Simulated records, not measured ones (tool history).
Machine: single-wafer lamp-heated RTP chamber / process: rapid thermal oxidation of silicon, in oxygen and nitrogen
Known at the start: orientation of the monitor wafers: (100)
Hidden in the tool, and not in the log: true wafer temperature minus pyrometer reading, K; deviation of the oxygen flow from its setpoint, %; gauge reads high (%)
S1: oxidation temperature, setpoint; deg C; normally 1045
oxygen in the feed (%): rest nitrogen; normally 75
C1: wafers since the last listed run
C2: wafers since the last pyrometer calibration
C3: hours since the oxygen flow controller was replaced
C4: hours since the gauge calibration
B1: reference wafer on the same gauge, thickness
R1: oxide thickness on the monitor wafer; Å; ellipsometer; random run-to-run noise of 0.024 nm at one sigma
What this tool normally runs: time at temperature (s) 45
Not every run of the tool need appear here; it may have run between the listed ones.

{"run": 1, "hour": 0.0, "S1": 1034, "time at temperature (s)": 45, "oxygen in the feed (%)": 75, "C1": 0, "C2": 4605, "C3": 4427.3, "C4": 139.9, "B1": 7.972, "R1": 64.57}
{"run": 2, "hour": 67.0, "S1": 1069, "time at temperature (s)": 45, "oxygen in the feed (%)": 75, "C1": 672, "C2": 5278, "C3": 4494.3, "C4": 206.9, "B1": 7.984, "R1": 82.19}
{"run": 3, "hour": 102.9, "S1": 1069, "time at temperature (s)": 45, "oxygen in the feed (%)": 75, "C1": 360, "C2": 5639, "C3": 4530.2, "C4": 242.8, "B1": 7.976, "R1": 82.15}
{"run": 4, "hour": 134.4, "S1": 1045, "time at temperature (s)": 45, "oxygen in the feed (%)": 75, "C1": 316, "C2": 5955, "C3": 4561.7, "C4": 274.3, "B1": 7.979, "R1": 70.57}
{"run": 5, "hour": 173.0, "S1": 1045, "time at temperature (s)": 45, "oxygen in the feed (%)": 75, "C1": 387, "C2": 6343, "C3": 4600.3, "C4": 312.9, "B1": 7.978, "R1": 70.76}
{"run": 6, "hour": 194.7, "S1": 1045, "time at temperature (s)": 45, "oxygen in the feed (%)": 75, "C1": 217, "C2": 6560, "C3": 4622, "C4": 334.6, "B1": 7.981, "R1": 70.67}
{"run": 7, "hour": 216.2, "S1": 1045, "time at temperature (s)": 45, "oxygen in the feed (%)": 88, "C1": 215, "C2": 6776, "C3": 4643.5, "C4": 356.1, "B1": 7.982, "R1": 74.83}
{"hour": 246.3, "done": "pyrometer window cleaned and pyrometer calibrated"}
{"run": 8, "hour": 251.5, "S1": 1045, "time at temperature (s)": 45, "oxygen in the feed (%)": 88, "C1": 274, "C2": 52, "C3": 4678.8, "C4": 391.4, "B1": 7.985, "R1": 73.47}
{"run": 9, "hour": 267.8, "S1": 1045, "time at temperature (s)": 45, "oxygen in the feed (%)": 88, "C1": 163, "C2": 216, "C3": 4695.1, "C4": 407.7, "B1": 7.98, "R1": 73.44}
{"hour": 294.4, "done": "oxygen flow controller replaced"}
{"run": 10, "hour": 340.0, "S1": 1037, "time at temperature (s)": 45, "oxygen in the feed (%)": 75, "C1": 644, "C2": 861, "C3": 45.6, "C4": 479.9, "B1": 7.979, "R1": 65.53}
{"hour": 353.5, "done": "gauge calibrated"}
{"run": 11, "hour": 363.9, "S1": 1063, "time at temperature (s)": 45, "oxygen in the feed (%)": 75, "C1": 240, "C2": 1101, "C3": 69.5, "C4": 10.4, "B1": 7.982, "R1": 78.45}
{"run": 12, "hour": 387.7, "S1": 1060, "time at temperature (s)": 34, "oxygen in the feed (%)": 98, "C1": 239, "C2": 1340, "C3": 93.3, "C4": 34.2, "B1": 7.982, "R1": 75.14}
{"run": 13, "hour": 422.6, "S1": 1063, "time at temperature (s)": 45, "oxygen in the feed (%)": 75, "C1": 350, "C2": 1690, "C3": 128.2, "C4": 69.1, "B1": 7.983, "R1": 78.15}
{"run": 14, "hour": 440.5, "S1": 1045, "time at temperature (s)": 45, "oxygen in the feed (%)": 49, "C1": 179, "C2": 1870, "C3": 146.1, "C4": 87, "B1": 7.983, "R1": 59.54}
{"run": 15, "hour": 473.9, "S1": 1045, "time at temperature (s)": 45, "oxygen in the feed (%)": 75, "C1": 335, "C2": 2205, "C3": 179.5, "C4": 120.4, "B1": 7.98, "R1": 69.13}
{"run": 16, "hour": 533.5, "S1": 1053, "time at temperature (s)": 54, "oxygen in the feed (%)": 75, "C1": 598, "C2": 2804, "C3": 239.1, "C4": 180, "B1": 7.985, "R1": 79.73}
{"run": 17, "hour": 565.3, "S1": 1063, "time at temperature (s)": 36, "oxygen in the feed (%)": 75, "C1": 319, "C2": 3123, "C3": 270.9, "C4": 211.8, "B1": 7.984, "R1": 71.51}
{"run": 18, "hour": 590.1, "S1": 1045, "time at temperature (s)": 45, "oxygen in the feed (%)": 53, "C1": 249, "C2": 3372, "C3": 295.7, "C4": 236.6, "B1": 7.983, "R1": 61.65}

Branching from run 18: 5 alternative next runs. What would each branch give?
{"run": "A", "hour": 590.6, "S1": 1045, "time at temperature (s)": 45, "oxygen in the feed (%)": 83, "C1": 5, "C2": 3377, "C3": 296.2, "C4": 237.1, "B1": "?", "R1": "?"}
{"run": "B", "hour": 590.6, "S1": 1058, "time at temperature (s)": 24, "oxygen in the feed (%)": 75, "C1": 5, "C2": 3377, "C3": 296.2, "C4": 237.1, "B1": "?", "R1": "?"}
{"run": "C", "hour": 590.6, "S1": 1045, "time at temperature (s)": 65, "oxygen in the feed (%)": 75, "C1": 5, "C2": 3377, "C3": 296.2, "C4": 237.1, "B1": "?", "R1": "?"}
{"run": "D", "hour": 590.6, "S1": 1029, "time at temperature (s)": 45, "oxygen in the feed (%)": 75, "C1": 5, "C2": 3377, "C3": 296.2, "C4": 237.1, "B1": "?", "R1": "?"}
{"run": "E", "hour": 590.6, "S1": 1060, "time at temperature (s)": 62, "oxygen in the feed (%)": 75, "C1": 5, "C2": 3377, "C3": 296.2, "C4": 237.1, "B1": "?", "R1": "?"}

run=A B1=7.979 R1=72.16
run=B B1=7.979 R1=58.14
run=C B1=7.979 R1=81.88
run=D B1=7.979 R1=62.34
run=E B1=7.979 R1=88.79
With no hidden state in the tool, these same runs would have given:
run=A R1=71.21
run=B R1=57.4
run=C R1=80.81
run=D R1=61.51
run=E R1=87.65

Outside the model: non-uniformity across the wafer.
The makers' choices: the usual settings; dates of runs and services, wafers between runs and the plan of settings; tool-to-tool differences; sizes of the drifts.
